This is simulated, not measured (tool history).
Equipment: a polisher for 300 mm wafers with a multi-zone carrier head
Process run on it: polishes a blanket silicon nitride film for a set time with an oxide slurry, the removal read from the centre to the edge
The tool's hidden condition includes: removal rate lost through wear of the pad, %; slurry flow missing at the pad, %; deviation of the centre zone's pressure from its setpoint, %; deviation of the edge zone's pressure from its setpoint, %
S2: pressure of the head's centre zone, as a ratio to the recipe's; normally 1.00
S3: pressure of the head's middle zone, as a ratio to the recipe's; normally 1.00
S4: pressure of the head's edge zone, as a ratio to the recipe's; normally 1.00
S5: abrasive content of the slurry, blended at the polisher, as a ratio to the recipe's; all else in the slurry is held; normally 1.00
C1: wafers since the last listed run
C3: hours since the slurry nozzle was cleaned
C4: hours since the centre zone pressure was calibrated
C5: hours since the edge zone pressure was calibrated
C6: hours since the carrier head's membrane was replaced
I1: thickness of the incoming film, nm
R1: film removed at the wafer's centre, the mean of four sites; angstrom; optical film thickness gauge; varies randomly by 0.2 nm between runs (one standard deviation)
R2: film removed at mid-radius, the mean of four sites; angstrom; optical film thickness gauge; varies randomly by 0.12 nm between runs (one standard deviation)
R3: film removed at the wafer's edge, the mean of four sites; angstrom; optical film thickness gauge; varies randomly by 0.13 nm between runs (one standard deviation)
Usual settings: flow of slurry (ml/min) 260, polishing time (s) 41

Run 1, day 0.000: usual settings; C1 0; wafers polished on this pad 858; C3 367.4; C4 474.3; C5 998.9; C6 1483.1; I1 439.7. Result: R1 128 angstrom, R2 132 angstrom, R3 126 angstrom.
Run 2, day 0.296: usual settings; C1 94; wafers polished on this pad 952; C3 374.5; C4 481.4; C5 1006.0; C6 1490.2; I1 432.9. Result: R1 128 angstrom, R2 130 angstrom, R3 125 angstrom.
Run 3, day 0.792: usual settings; C1 158; wafers polished on this pad 1111; C3 386.4; C4 493.3; C5 1017.9; C6 1502.1; I1 430.1. Result: R1 128 angstrom, R2 128 angstrom, R3 122 angstrom.
At day 1.483: worn pad replaced by a new one.
Run 4, day 1.508: usual settings; C1 175; wafers polished on this pad 7; C3 403.6; C4 510.5; C5 1035.1; C6 1519.3; I1 425.1. Result: R1 139 angstrom, R2 146 angstrom, R3 143 angstrom.
Run 5, day 2.125: usual settings; C1 196; wafers polished on this pad 204; C3 418.4; C4 525.3; C5 1049.9; C6 1534.1; I1 430.5. Result: R1 142 angstrom, R2 142 angstrom, R3 138 angstrom.
Run 6, day 2.421: usual settings but S2 1.06; C1 94; wafers polished on this pad 298; C3 425.5; C4 532.4; C5 1057.0; C6 1541.2; I1 432.4. Result: R1 147 angstrom, R2 142 angstrom, R3 135 angstrom.
At day 2.579: centre zone pressure recalibrated.
Run 7, day 3.658: usual settings but S2 1.06; C1 368; wafers polished on this pad 667; C3 455.2; C4 25.9; C5 1086.7; C6 1570.9; I1 435.8. Result: R1 140 angstrom, R2 132 angstrom, R3 128 angstrom.
Run 8, day 3.971: usual settings; C1 99; wafers polished on this pad 766; C3 462.7; C4 33.4; C5 1094.2; C6 1578.4; I1 424.6. Result: R1 131 angstrom, R2 134 angstrom, R3 127 angstrom.
Run 9, day 4.471: usual settings; C1 159; wafers polished on this pad 926; C3 474.7; C4 45.4; C5 1106.2; C6 1590.4; I1 431.2. Result: R1 126 angstrom, R2 127 angstrom, R3 125 angstrom.
At day 5.196: worn pad replaced by a new one.
Run 10, day 5.217: usual settings but flow of slurry (ml/min) 310; C1 184; wafers polished on this pad 6; C3 492.6; C4 63.3; C5 1124.1; C6 1608.3; I1 431.4. Result: R1 142 angstrom, R2 146 angstrom, R3 142 angstrom.
At day 5.458: edge zone pressure recalibrated.
Run 11, day 5.662: usual settings; C1 115; wafers polished on this pad 122; C3 503.3; C4 74.0; C5 4.9; C6 1619.0; I1 431.2. Result: R1 142 angstrom, R2 141 angstrom, R3 136 angstrom.
At day 5.917: slurry nozzle cleaned.
Run 12, day 6.108: usual settings but flow of slurry (ml/min) 350, S2 1.04, S4 1.09, polishing time (s) 33; C1 128; wafers polished on this pad 251; C3 4.6; C4 84.7; C5 15.6; C6 1629.7; I1 439.4. Result: R1 121 angstrom, R2 114 angstrom, R3 115 angstrom.
At day 6.396: carrier head's membrane replaced by a new one.
Run 13, day 6.596: usual settings but flow of slurry (ml/min) 330, S3 1.12, S4 1.09, S5 1.15; C1 89; wafers polished on this pad 340; C3 16.3; C4 96.4; C5 27.3; C6 4.8; I1 427.9. Result: R1 146 angstrom, R2 163 angstrom, R3 149 angstrom.
Run 14, day 6.946: usual settings but polishing time (s) 31; C1 111; wafers polished on this pad 451; C3 24.7; C4 104.8; C5 35.7; C6 13.2; I1 431.1. Result: R1 98 angstrom, R2 101 angstrom, R3 99 angstrom.
Run 15, day 7.375: usual settings but flow of slurry (ml/min) 290, S4 0.91; C1 136; wafers polished on this pad 588; C3 35.0; C4 115.1; C5 46.0; C6 23.5; I1 426.2. Result: R1 130 angstrom, R2 132 angstrom, R3 125 angstrom.
Run 16, day 8.025: usual settings but flow of slurry (ml/min) 290, S4 0.91; C1 207; wafers polished on this pad 796; C3 50.6; C4 130.7; C5 61.6; C6 39.1; I1 426.6. Result: R1 124 angstrom, R2 129 angstrom, R3 121 angstrom.
Run 17, day 8.583: usual settings but flow of slurry (ml/min) 300, S2 0.94, S3 0.96, S4 1.08; C1 178; wafers polished on this pad 974; C3 64.0; C4 144.1; C5 75.0; C6 52.5; I1 429.4. Result: R1 119 angstrom, R2 123 angstrom, R3 127 angstrom.

Alternative continuations, all from the tool just after run 17; predict every row:
Run A, day 8.600: usual settings; C1 5; wafers polished on this pad 979; C3 64.4; C4 144.5; C5 75.4; C6 52.9; I1 425.8. Result: R1 ?, R2 ?, R3 ?.
Run B, day 8.600: usual settings but flow of slurry (ml/min) 235; C1 5; wafers polished on this pad 979; C3 64.4; C4 144.5; C5 75.4; C6 52.9; I1 425.8. Result: R1 ?, R2 ?, R3 ?.
Run C, day 8.600: usual settings but S5 1.30; C1 5; wafers polished on this pad 979; C3 64.4; C4 144.5; C5 75.4; C6 52.9; I1 425.8. Result: R1 ?, R2 ?, R3 ?.

run   R1   R2   R3
  A  125  126  121
  B  124  125  121
  C  142  143  137
Had the tool no hidden state, the same runs would have come out as:
run   R1   R2   R3
  A  146  147  141
  B  145  146  140
  C  165  166  160
